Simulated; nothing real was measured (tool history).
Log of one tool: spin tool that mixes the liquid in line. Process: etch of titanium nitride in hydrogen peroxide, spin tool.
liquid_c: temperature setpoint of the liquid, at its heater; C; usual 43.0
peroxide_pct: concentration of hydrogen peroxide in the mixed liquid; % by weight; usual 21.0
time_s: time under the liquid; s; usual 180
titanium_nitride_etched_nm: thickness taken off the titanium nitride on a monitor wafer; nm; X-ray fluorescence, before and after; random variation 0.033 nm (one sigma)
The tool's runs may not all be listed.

| run | hour | liquid_c | peroxide_pct | time_s | wafers since the last listed run | hours since the thermometer was replaced | hours since the peroxide flow meter was replaced | hours since the heated supply line was repaired | hours since the drum of peroxide was connected | hours since the gauge calibration | read-back film thickness of the titanium nitride reference wafer, read on the same gauge (nm) | titanium_nitride_etched_nm |
|---|---|---|---|---|---|---|---|---|---|---|---|---|
| 1 | 0.0 | 43.0 | 21.0 | 180 | 0 | 1805.6 | 989.6 | 2262.7 | 775.7 | 702.2 | 140.000 | 4.422 |
| 2 | 47.4 | 43.0 | 21.0 | 180 | 297 | 1853.0 | 1037.0 | 2310.1 | 823.1 | 749.6 | 139.997 | 4.413 |
| 3 | 140.8 | 43.0 | 21.0 | 180 | 586 | 1946.4 | 1130.4 | 2403.5 | 916.5 | 843.0 | 140.012 | 4.378 |
|  | 190.4 | new drum of peroxide connected |
| 4 | 224.7 | 43.0 | 21.0 | 180 | 520 | 2030.3 | 1214.3 | 2487.4 | 34.3 | 926.9 | 140.044 | 4.427 |
| 5 | 330.4 | 43.0 | 21.0 | 180 | 663 | 2136.0 | 1320.0 | 2593.1 | 140.0 | 1032.6 | 139.968 | 4.317 |
| 6 | 418.9 | 43.0 | 21.0 | 180 | 555 | 2224.5 | 1408.5 | 2681.6 | 228.5 | 1121.1 | 139.997 | 4.334 |
| 7 | 475.2 | 43.0 | 19.5 | 180 | 353 | 2280.8 | 1464.8 | 2737.9 | 284.8 | 1177.4 | 139.986 | 4.304 |
| 8 | 579.4 | 43.0 | 19.5 | 180 | 654 | 2385.0 | 1569.0 | 2842.1 | 389.0 | 1281.6 | 139.983 | 4.216 |
| 9 | 654.0 | 43.0 | 21.0 | 180 | 468 | 2459.6 | 1643.6 | 2916.7 | 463.6 | 1356.2 | 139.981 | 4.328 |
|  | 744.9 | thermometer replaced |
|  | 810.9 | peroxide flow meter replaced |
| 10 | 812.5 | 43.0 | 21.0 | 180 | 982 | 67.6 | 1.6 | 3075.2 | 622.1 | 1514.7 | 140.010 | 4.455 |
| 11 | 859.9 | 43.0 | 21.0 | 180 | 297 | 115.0 | 49.0 | 3122.6 | 669.5 | 1562.1 | 139.964 | 4.430 |
| 12 | 981.5 | 43.0 | 21.0 | 180 | 763 | 236.6 | 170.6 | 3244.2 | 791.1 | 1683.7 | 140.001 | 4.357 |
|  | 1045.2 | heated supply line repaired |
| 13 | 1088.1 | 33.0 | 21.0 | 235 | 662 | 343.2 | 277.2 | 42.9 | 897.7 | 1790.3 | 140.013 | 2.768 |
| 14 | 1140.6 | 39.0 | 21.0 | 180 | 329 | 395.7 | 329.7 | 95.4 | 950.2 | 1842.8 | 139.994 | 3.394 |
| 15 | 1204.8 | 40.5 | 17.5 | 180 | 403 | 459.9 | 393.9 | 159.6 | 1014.4 | 1907.0 | 139.975 | 3.682 |
| 16 | 1255.1 | 48.0 | 25.5 | 80 | 315 | 510.2 | 444.2 | 209.9 | 1064.7 | 1957.3 | 140.015 | 3.120 |
| 17 | 1299.0 | 48.0 | 25.5 | 80 | 275 | 554.1 | 488.1 | 253.8 | 1108.6 | 2001.2 | 140.002 | 3.150 |
|  | 1402.6 | new drum of peroxide connected |
| 18 | 1419.3 | 43.0 | 21.0 | 180 | 748 | 674.4 | 608.4 | 374.1 | 16.7 | 2121.5 | 139.994 | 4.612 |
| 19 | 1523.7 | 39.5 | 21.0 | 180 | 655 | 778.8 | 712.8 | 478.5 | 121.1 | 2225.9 | 140.000 | 3.536 |
|  | 1571.7 | gauge calibrated |
| 20 | 1595.2 | 52.0 | 17.0 | 240 | 448 | 850.3 | 784.3 | 550.0 | 192.6 | 23.5 | 139.983 | 11.375 |
| 21 | 1686.1 | 36.5 | 26.5 | 130 | 570 | 941.2 | 875.2 | 640.9 | 283.5 | 114.4 | 140.004 | 2.112 |
| 22 | 1757.8 | 48.0 | 23.0 | 75 | 450 | 1012.9 | 946.9 | 712.6 | 355.2 | 186.1 | 140.017 | 2.818 |
| 23 | 1849.8 | 33.5 | 15.0 | 75 | 577 | 1104.9 | 1038.9 | 804.6 | 447.2 | 278.1 | 140.016 | 0.842 |
| 24 | 1899.2 | 38.5 | 23.5 | 75 | 310 | 1154.3 | 1088.3 | 854.0 | 496.6 | 327.5 | 139.981 | 1.374 |
| 25 | 1936.4 | 48.0 | 25.5 | 80 | 233 | 1191.5 | 1125.5 | 891.2 | 533.8 | 364.7 | 140.010 | 3.094 |
| 26 | 2011.3 | 40.0 | 23.5 | 265 | 470 | 1266.4 | 1200.4 | 966.1 | 608.7 | 439.6 | 140.014 | 5.385 |

Forecast each of these 3 alternatives for the next run:
| A | 2011.8 | 43.0 | 21.0 | 180 | 3 | 1266.9 | 1200.9 | 966.6 | 609.2 | 440.1 | ? | ? |
| B | 2011.8 | 48.5 | 21.0 | 245 | 3 | 1266.9 | 1200.9 | 966.6 | 609.2 | 440.1 | ? | ? |
| C | 2011.8 | 37.5 | 25.5 | 90 | 3 | 1266.9 | 1200.9 | 966.6 | 609.2 | 440.1 | ? | ? |

| run | read-back film thickness of the titanium nitride reference wafer, read on the same gauge (nm) | titanium_nitride_etched_nm |
|---|---|---|
| A | 140.001 | 4.512 |
| B | 140.001 | 9.244 |
| C | 140.001 | 1.541 |
Without the tool's hidden state the same runs would have given:
| run | titanium_nitride_etched_nm |
|---|---|
| A | 4.704 |
| B | 9.627 |
| C | 1.608 |

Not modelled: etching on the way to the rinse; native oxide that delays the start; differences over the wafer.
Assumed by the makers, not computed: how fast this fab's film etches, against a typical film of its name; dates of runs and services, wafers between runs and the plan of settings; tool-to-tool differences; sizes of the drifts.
